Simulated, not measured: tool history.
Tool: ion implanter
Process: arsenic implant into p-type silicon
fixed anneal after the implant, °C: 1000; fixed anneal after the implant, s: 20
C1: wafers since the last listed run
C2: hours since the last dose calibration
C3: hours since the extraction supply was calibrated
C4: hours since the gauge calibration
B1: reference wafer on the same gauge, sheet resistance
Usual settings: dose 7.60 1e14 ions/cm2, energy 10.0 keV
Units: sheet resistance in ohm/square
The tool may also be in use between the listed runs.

{"run": 1, "day": 0.0, "dose": 6.19, "energy": 10.0, "C1": 0, "C2": 1991.8, "C3": 2323.2, "C4": 447.8, "B1": 189.98, "sheet resistance": 192.14}
{"run": 2, "day": 0.554, "dose": 6.19, "energy": 10.0, "C1": 217, "C2": 2005.1, "C3": 2336.5, "C4": 461.1, "B1": 189.96, "sheet resistance": 192.13}
{"run": 3, "day": 1.038, "dose": 6.19, "energy": 10.0, "C1": 190, "C2": 2016.7, "C3": 2348.1, "C4": 472.7, "B1": 190.02, "sheet resistance": 192.28}
{"run": 4, "day": 1.746, "dose": 7.6, "energy": 10.0, "C1": 278, "C2": 2033.7, "C3": 2365.1, "C4": 489.7, "B1": 190.0, "sheet resistance": 170.63}
{"run": 5, "day": 2.138, "dose": 7.6, "energy": 10.0, "C1": 154, "C2": 2043.1, "C3": 2374.5, "C4": 499.1, "B1": 189.91, "sheet resistance": 171.11}
{"run": 6, "day": 3.642, "dose": 7.6, "energy": 10.0, "C1": 591, "C2": 2079.2, "C3": 2410.6, "C4": 535.2, "B1": 190.03, "sheet resistance": 170.96}
{"run": 7, "day": 3.971, "dose": 6.62, "energy": 10.0, "C1": 129, "C2": 2087.1, "C3": 2418.5, "C4": 543.1, "B1": 189.99, "sheet resistance": 185.01}
{"run": 8, "day": 4.392, "dose": 7.6, "energy": 9.0, "C1": 165, "C2": 2097.2, "C3": 2428.6, "C4": 553.2, "B1": 190.05, "sheet resistance": 173.53}
{"run": 9, "day": 4.821, "dose": 7.6, "energy": 9.0, "C1": 168, "C2": 2107.5, "C3": 2438.9, "C4": 563.5, "B1": 190.06, "sheet resistance": 172.97}
{"run": 10, "day": 5.254, "dose": 7.6, "energy": 9.0, "C1": 170, "C2": 2117.9, "C3": 2449.3, "C4": 573.9, "B1": 190.04, "sheet resistance": 173.51}
{"day": 5.442, "done": "gauge calibrated"}
{"run": 11, "day": 5.883, "dose": 7.6, "energy": 10.0, "C1": 247, "C2": 2133.0, "C3": 2464.4, "C4": 10.6, "B1": 190.02, "sheet resistance": 170.83}
{"run": 12, "day": 6.175, "dose": 7.6, "energy": 10.0, "C1": 114, "C2": 2140.0, "C3": 2471.4, "C4": 17.6, "B1": 190.07, "sheet resistance": 171.26}
{"run": 13, "day": 6.812, "dose": 7.6, "energy": 10.0, "C1": 250, "C2": 2155.3, "C3": 2486.7, "C4": 32.9, "B1": 190.03, "sheet resistance": 171.3}
{"day": 7.238, "done": "extraction supply calibrated"}
{"run": 14, "day": 7.258, "dose": 7.6, "energy": 10.0, "C1": 44, "C2": 2166.0, "C3": 0.5, "C4": 43.6, "B1": 189.97, "sheet resistance": 171.47}
{"run": 15, "day": 7.621, "dose": 7.6, "energy": 10.0, "C1": 142, "C2": 2174.7, "C3": 9.2, "C4": 52.3, "B1": 189.95, "sheet resistance": 170.88}
{"run": 16, "day": 8.042, "dose": 7.6, "energy": 10.0, "C1": 165, "C2": 2184.8, "C3": 19.3, "C4": 62.4, "B1": 190.03, "sheet resistance": 171.84}
{"run": 17, "day": 8.504, "dose": 7.6, "energy": 10.0, "C1": 181, "C2": 2195.9, "C3": 30.4, "C4": 73.5, "B1": 190.06, "sheet resistance": 171.88}
{"run": 18, "day": 8.95, "dose": 9.06, "energy": 10.0, "C1": 175, "C2": 2206.6, "C3": 41.1, "C4": 84.2, "B1": 190.06, "sheet resistance": 156.99}
{"run": 19, "day": 9.283, "dose": 6.42, "energy": 7.5, "C1": 131, "C2": 2214.6, "C3": 49.1, "C4": 92.2, "B1": 190.05, "sheet resistance": 194.4}
{"run": 20, "day": 10.025, "dose": 8.72, "energy": 7.0, "C1": 291, "C2": 2232.4, "C3": 66.9, "C4": 110.0, "B1": 190.01, "sheet resistance": 167.56}
{"run": 21, "day": 10.529, "dose": 8.3, "energy": 7.5, "C1": 198, "C2": 2244.5, "C3": 79.0, "C4": 122.1, "B1": 189.98, "sheet resistance": 169.57}
{"run": 22, "day": 11.029, "dose": 7.6, "energy": 10.0, "C1": 196, "C2": 2256.5, "C3": 91.0, "C4": 134.1, "B1": 190.08, "sheet resistance": 171.82}
{"run": 23, "day": 11.433, "dose": 9.42, "energy": 8.0, "C1": 158, "C2": 2266.2, "C3": 100.7, "C4": 143.8, "B1": 190.06, "sheet resistance": 159.12}
{"run": 24, "day": 11.742, "dose": 8.81, "energy": 10.0, "C1": 121, "C2": 2273.6, "C3": 108.1, "C4": 151.2, "B1": 189.92, "sheet resistance": 159.8}
{"run": 25, "day": 12.312, "dose": 5.78, "energy": 7.0, "C1": 224, "C2": 2287.3, "C3": 121.8, "C4": 164.9, "B1": 189.98, "sheet resistance": 208.91}
{"run": 26, "day": 12.708, "dose": 7.6, "energy": 10.0, "C1": 155, "C2": 2296.8, "C3": 131.3, "C4": 174.4, "B1": 190.02, "sheet resistance": 172.02}
{"run": 27, "day": 13.067, "dose": 6.51, "energy": 7.5, "C1": 140, "C2": 2305.4, "C3": 139.9, "C4": 183.0, "B1": 189.93, "sheet resistance": 193.87}
{"run": 28, "day": 13.796, "dose": 9.17, "energy": 12.5, "C1": 286, "C2": 2322.9, "C3": 157.4, "C4": 200.5, "B1": 189.99, "sheet resistance": 151.35}
{"day": 14.321, "done": "Faraday cup replaced and dose calibrated"}
{"run": 29, "day": 14.342, "dose": 7.6, "energy": 10.0, "C1": 83, "C2": 0.5, "C3": 170.5, "C4": 213.6, "B1": 190.0, "sheet resistance": 167.13}
{"run": 30, "day": 14.704, "dose": 8.84, "energy": 10.0, "C1": 142, "C2": 9.2, "C3": 179.2, "C4": 222.3, "B1": 190.0, "sheet resistance": 155.65}
{"run": 31, "day": 15.396, "dose": 7.6, "energy": 10.0, "C1": 271, "C2": 25.8, "C3": 195.8, "C4": 238.9, "B1": 189.95, "sheet resistance": 167.23}
{"run": 32, "day": 16.092, "dose": 7.6, "energy": 10.0, "C1": 273, "C2": 42.5, "C3": 212.5, "C4": 255.6, "B1": 189.99, "sheet resistance": 167.4}
{"run": 33, "day": 16.442, "dose": 6.65, "energy": 11.5, "C1": 137, "C2": 50.9, "C3": 220.9, "C4": 264.0, "B1": 189.98, "sheet resistance": 177.47}
{"run": 34, "day": 17.108, "dose": 6.59, "energy": 10.0, "C1": 262, "C2": 66.9, "C3": 236.9, "C4": 280.0, "B1": 190.04, "sheet resistance": 181.15}
{"run": 35, "day": 17.538, "dose": 8.57, "energy": 11.5, "C1": 168, "C2": 77.2, "C3": 247.2, "C4": 290.3, "B1": 190.01, "sheet resistance": 153.97}
{"run": 36, "day": 17.996, "dose": 6.18, "energy": 12.5, "C1": 180, "C2": 88.2, "C3": 258.2, "C4": 301.3, "B1": 189.98, "sheet resistance": 182.77}
{"run": 37, "day": 18.296, "dose": 7.6, "energy": 10.0, "C1": 117, "C2": 95.4, "C3": 265.4, "C4": 308.5, "B1": 189.99, "sheet resistance": 167.61}
{"run": 38, "day": 18.925, "dose": 7.6, "energy": 10.0, "C1": 247, "C2": 110.5, "C3": 280.5, "C4": 323.6, "B1": 190.05, "sheet resistance": 167.51}

What the log doesn't show, run by run:
deviation of the true energy from its setpoint, %: 0 in every run
gauge reads high (%): 0 in every run
H1: deviation of the true dose from the Faraday cup's reading, %
run=1 H1=-4.09
run=2 H1=-4.15
run=3 H1=-4.2
run=4 H1=-4.28
run=5 H1=-4.32
run=6 H1=-4.49
run=7 H1=-4.52
run=8 H1=-4.57
run=9 H1=-4.62
run=10 H1=-4.67
run=11 H1=-4.74
run=12 H1=-4.77
run=13 H1=-4.85
run=14 H1=-4.9
run=15 H1=-4.94
run=16 H1=-4.99
run=17 H1=-5.04
run=18 H1=-5.09
run=19 H1=-5.13
run=20 H1=-5.22
run=21 H1=-5.28
run=22 H1=-5.34
run=23 H1=-5.39
run=24 H1=-5.43
run=25 H1=-5.5
run=26 H1=-5.55
run=27 H1=-5.59
run=28 H1=-5.68
run=29 H1=-0.519
run=30 H1=-0.52
run=31 H1=-0.52
run=32 H1=-0.521
run=33 H1=-0.522
run=34 H1=-0.524
run=35 H1=-0.526
run=36 H1=-0.528
run=37 H1=-0.53
run=38 H1=-0.533
